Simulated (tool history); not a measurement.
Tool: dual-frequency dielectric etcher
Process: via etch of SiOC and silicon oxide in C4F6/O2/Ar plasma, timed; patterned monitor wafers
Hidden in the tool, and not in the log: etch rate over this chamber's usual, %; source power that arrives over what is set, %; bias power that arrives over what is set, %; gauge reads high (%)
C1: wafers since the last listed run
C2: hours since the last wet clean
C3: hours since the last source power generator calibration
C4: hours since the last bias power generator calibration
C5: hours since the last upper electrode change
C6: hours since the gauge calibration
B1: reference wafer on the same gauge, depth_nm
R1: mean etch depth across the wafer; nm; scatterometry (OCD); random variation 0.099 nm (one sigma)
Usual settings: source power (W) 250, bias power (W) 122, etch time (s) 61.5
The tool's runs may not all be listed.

Run 1, hour 0: usual settings but bias power (W) 144, etch time (s) 67; C1 0; C2 379.1; C3 3513.3; C4 1890.7; C5 2631.8; C6 398.5; B1 46.2. Result: R1 54.9 nm.
Run 2, hour 8.6: usual settings but etch time (s) 72.5; C1 93; C2 387.7; C3 3521.9; C4 1899.3; C5 2640.4; C6 407.1; B1 46.2. Result: R1 56.8 nm.
Run 3, hour 19.7: usual settings but etch time (s) 72.5; C1 120; C2 398.8; C3 3533; C4 1910.4; C5 2651.5; C6 418.2; B1 46.2. Result: R1 56.9 nm.
At hour 20.4: gauge calibrated.
Run 4, hour 33.9: usual settings; C1 154; C2 413; C3 3547.2; C4 1924.6; C5 2665.7; C6 13.5; B1 46.2. Result: R1 48.1 nm.
At hour 70.1: wet clean of the chamber.
Run 5, hour 70.6: usual settings; C1 137; C2 0.5; C3 3583.9; C4 1961.3; C5 2702.4; C6 50.2; B1 46.2. Result: R1 48.5 nm.
Run 6, hour 70.9: usual settings; C1 3; C2 0.8; C3 3584.2; C4 1961.6; C5 2702.7; C6 50.5; B1 46.2. Result: R1 48.6 nm.
Run 7, hour 76.3: usual settings; C1 58; C2 6.2; C3 3589.6; C4 1967; C5 2708.1; C6 55.9; B1 46.2. Result: R1 48.5 nm.
Run 8, hour 89.1: usual settings but etch time (s) 56.5; C1 139; C2 19; C3 3602.4; C4 1979.8; C5 2720.9; C6 68.7; B1 46.2. Result: R1 44.6 nm.
Run 9, hour 99.9: usual settings but etch time (s) 56.5; C1 117; C2 29.8; C3 3613.2; C4 1990.6; C5 2731.7; C6 79.5; B1 46.2. Result: R1 44.7 nm.
Run 10, hour 109.4: usual settings but etch time (s) 56.5; C1 103; C2 39.3; C3 3622.7; C4 2000.1; C5 2741.2; C6 89; B1 46.2. Result: R1 44.5 nm.
Run 11, hour 123.5: usual settings but bias power (W) 110; C1 153; C2 53.4; C3 3636.8; C4 2014.2; C5 2755.3; C6 103.1; B1 46.2. Result: R1 47.3 nm.
At hour 157.9: upper electrode replaced.
Run 12, hour 158.4: usual settings but bias power (W) 102, etch time (s) 44.5; C1 118; C2 88.3; C3 3671.7; C4 2049.1; C5 0.5; C6 138; B1 46.2. Result: R1 33.6 nm.
Run 13, hour 158.7: usual settings but bias power (W) 95; C1 3; C2 88.6; C3 3672; C4 2049.4; C5 0.8; C6 138.3; B1 46.2. Result: R1 45.6 nm.
Run 14, hour 172.1: usual settings but etch time (s) 46; C1 145; C2 102; C3 3685.4; C4 2062.8; C5 14.2; C6 151.7; B1 46.2. Result: R1 36.2 nm.
At hour 176.3: bias power generator calibrated.
Run 15, hour 182: usual settings but source power (W) 220; C1 64; C2 111.9; C3 3695.3; C4 5.7; C5 24.1; C6 161.6; B1 46.2. Result: R1 46.7 nm.
Run 16, hour 195.8: usual settings; C1 149; C2 125.7; C3 3709.1; C4 19.5; C5 37.9; C6 175.4; B1 46.2. Result: R1 48.5 nm.
Run 17, hour 203.8: usual settings; C1 86; C2 133.7; C3 3717.1; C4 27.5; C5 45.9; C6 183.4; B1 46.2. Result: R1 48.4 nm.
Run 18, hour 214: usual settings but source power (W) 290, bias power (W) 104, etch time (s) 52; C1 110; C2 143.9; C3 3727.3; C4 37.7; C5 56.1; C6 193.6; B1 46.2. Result: R1 41.4 nm.
Run 19, hour 227.2: usual settings but bias power (W) 110, etch time (s) 71.5; C1 143; C2 157.1; C3 3740.5; C4 50.9; C5 69.3; C6 206.8; B1 46.2. Result: R1 54.7 nm.
Run 20, hour 238.4: usual settings but source power (W) 300, bias power (W) 148, etch time (s) 71; C1 121; C2 168.3; C3 3751.7; C4 62.1; C5 80.5; C6 218; B1 46.2. Result: R1 62.2 nm.
At hour 243.9: source power generator calibrated.
Run 21, hour 253.7: usual settings; C1 122; C2 183.6; C3 9.8; C4 77.4; C5 95.8; C6 233.3; B1 46.2. Result: R1 48.6 nm.
Run 22, hour 261.6: usual settings but bias power (W) 130; C1 85; C2 191.5; C3 17.7; C4 85.3; C5 103.7; C6 241.2; B1 46.2. Result: R1 48.9 nm.
Run 23, hour 278.2: usual settings but source power (W) 270, bias power (W) 94, etch time (s) 44.5; C1 180; C2 208.1; C3 34.3; C4 101.9; C5 120.3; C6 257.8; B1 46.2. Result: R1 33.5 nm.
Run 24, hour 290: usual settings; C1 128; C2 219.9; C3 46.1; C4 113.7; C5 132.1; C6 269.6; B1 46.2. Result: R1 48.3 nm.
Run 25, hour 298.5: usual settings; C1 92; C2 228.4; C3 54.6; C4 122.2; C5 140.6; C6 278.1; B1 46.2. Result: R1 48.4 nm.
Run 26, hour 313.6: usual settings but source power (W) 220, bias power (W) 101, etch time (s) 50.5; C1 164; C2 243.5; C3 69.7; C4 137.3; C5 155.7; C6 293.2; B1 46.2. Result: R1 36.5 nm.
Run 27, hour 321.3: usual settings but bias power (W) 111; C1 83; C2 251.2; C3 77.4; C4 145; C5 163.4; C6 300.9; B1 46.2. Result: R1 47.2 nm.
Run 28, hour 329.5: usual settings; C1 89; C2 259.4; C3 85.6; C4 153.2; C5 171.6; C6 309.1; B1 46.2. Result: R1 48.2 nm.
Run 29, hour 348.3: usual settings but bias power (W) 133, etch time (s) 68.5; C1 204; C2 278.2; C3 104.4; C4 172; C5 190.4; C6 327.9; B1 46.2. Result: R1 54.9 nm.
Run 30, hour 356.7: usual settings but source power (W) 300, bias power (W) 132, etch time (s) 75; C1 91; C2 286.6; C3 112.8; C4 180.4; C5 198.8; C6 336.3; B1 46.2. Result: R1 63.5 nm.
Run 31, hour 363.7: usual settings but source power (W) 190, etch time (s) 72.5; C1 76; C2 293.6; C3 119.8; C4 187.4; C5 205.8; C6 343.3; B1 46.2. Result: R1 52.5 nm.

What the log doesn't show, run by run:
source power that arrives over what is set, %: 0 in every run
bias power that arrives over what is set, %: 0 in every run
gauge reads high (%): 0 in every run
H1: etch rate over this chamber's usual, %
run      H1
  1  -0.752
  2   -0.77
  3  -0.793
  4  -0.823
  5  -0.137
  6  -0.137
  7  -0.149
  8  -0.175
  9  -0.198
 10  -0.218
 11  -0.247
 12   -0.32
 13  -0.321
 14  -0.349
 15   -0.37
 16  -0.398
 17  -0.415
 18  -0.437
 19  -0.464
 20  -0.488
 21   -0.52
 22  -0.536
 23  -0.571
 24  -0.595
 25  -0.613
 26  -0.645
 27  -0.661
 28  -0.678
 29  -0.717
 30  -0.735
 31   -0.75
